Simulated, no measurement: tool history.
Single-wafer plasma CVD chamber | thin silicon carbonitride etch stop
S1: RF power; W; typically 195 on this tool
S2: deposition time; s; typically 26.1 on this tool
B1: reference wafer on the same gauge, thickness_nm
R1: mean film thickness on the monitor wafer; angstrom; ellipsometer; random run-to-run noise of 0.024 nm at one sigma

{"run": 1, "hour": 0.0, "S1": 195, "S2": 26.1, "B1": 14.347, "R1": 159.64}
{"run": 2, "hour": 11.4, "S1": 195, "S2": 26.1, "B1": 14.357, "R1": 159.6}
{"run": 3, "hour": 17.5, "S1": 195, "S2": 26.1, "B1": 14.351, "R1": 159.93}
{"run": 4, "hour": 33.8, "S1": 185, "S2": 26.1, "B1": 14.372, "R1": 157.79}
{"run": 5, "hour": 44.6, "S1": 185, "S2": 26.1, "B1": 14.374, "R1": 157.23}
{"run": 6, "hour": 61.6, "S1": 170, "S2": 24.5, "B1": 14.376, "R1": 143.93}
{"run": 7, "hour": 70.2, "S1": 170, "S2": 24.5, "B1": 14.384, "R1": 144.08}
{"run": 8, "hour": 82.1, "S1": 170, "S2": 24.5, "B1": 14.391, "R1": 143.86}
{"hour": 91.3, "done": "showerhead replaced"}
{"run": 9, "hour": 91.8, "S1": 195, "S2": 26.1, "B1": 14.39, "R1": 160.33}
{"run": 10, "hour": 99.3, "S1": 185, "S2": 23.3, "B1": 14.4, "R1": 140.06}
{"hour": 111.8, "done": "RF generator calibrated"}
{"run": 11, "hour": 116.8, "S1": 185, "S2": 23.3, "B1": 14.398, "R1": 140.8}
{"run": 12, "hour": 126.5, "S1": 185, "S2": 23.3, "B1": 14.396, "R1": 140.4}
{"run": 13, "hour": 134.9, "S1": 215, "S2": 26.1, "B1": 14.397, "R1": 164.78}
{"run": 14, "hour": 145.7, "S1": 225, "S2": 21.4, "B1": 14.396, "R1": 137.07}
{"hour": 147.4, "done": "gauge calibrated"}
{"run": 15, "hour": 157.1, "S1": 215, "S2": 29.1, "B1": 14.319, "R1": 182.7}
{"run": 16, "hour": 164.4, "S1": 230, "S2": 29.5, "B1": 14.329, "R1": 189.21}
{"hour": 172.7, "done": "thermocouple changed; heater temperature recalibrated"}
{"run": 17, "hour": 181.5, "S1": 195, "S2": 24.1, "B1": 14.334, "R1": 147.08}
{"run": 18, "hour": 198.7, "S1": 225, "S2": 23.7, "B1": 14.357, "R1": 151.24}
{"run": 19, "hour": 211.8, "S1": 235, "S2": 23.3, "B1": 14.37, "R1": 151.15}
{"run": 20, "hour": 228.6, "S1": 225, "S2": 23.7, "B1": 14.38, "R1": 151.82}
{"run": 21, "hour": 241.4, "S1": 195, "S2": 26.1, "B1": 14.382, "R1": 159.51}
{"run": 22, "hour": 248.1, "S1": 230, "S2": 22.2, "B1": 14.379, "R1": 143.1}
{"run": 23, "hour": 255.3, "S1": 195, "S2": 30.4, "B1": 14.383, "R1": 186.2}
{"run": 24, "hour": 269.2, "S1": 195, "S2": 26.1, "B1": 14.387, "R1": 159.82}
{"run": 25, "hour": 276.9, "S1": 195, "S2": 26.1, "B1": 14.389, "R1": 159.68}

What if the next run were any one of these 4? Each begins from the tool's condition after run 25:
{"run": "A", "hour": 277.3, "S1": 195, "S2": 26.1, "B1": "?", "R1": "?"}
{"run": "B", "hour": 277.3, "S1": 210, "S2": 27.7, "B1": "?", "R1": "?"}
{"run": "C", "hour": 277.3, "S1": 215, "S2": 22.9, "B1": "?", "R1": "?"}
{"run": "D", "hour": 277.3, "S1": 180, "S2": 27.7, "B1": "?", "R1": "?"}

run=A B1=14.382 R1=159.78
run=B B1=14.382 R1=173.42
run=C B1=14.382 R1=144.39
run=D B1=14.382 R1=165.50
Stripped of hidden state, with their random variation kept, the same runs would have yielded:
run=A R1=158.78
run=B R1=172.34
run=C R1=143.49
run=D R1=164.47
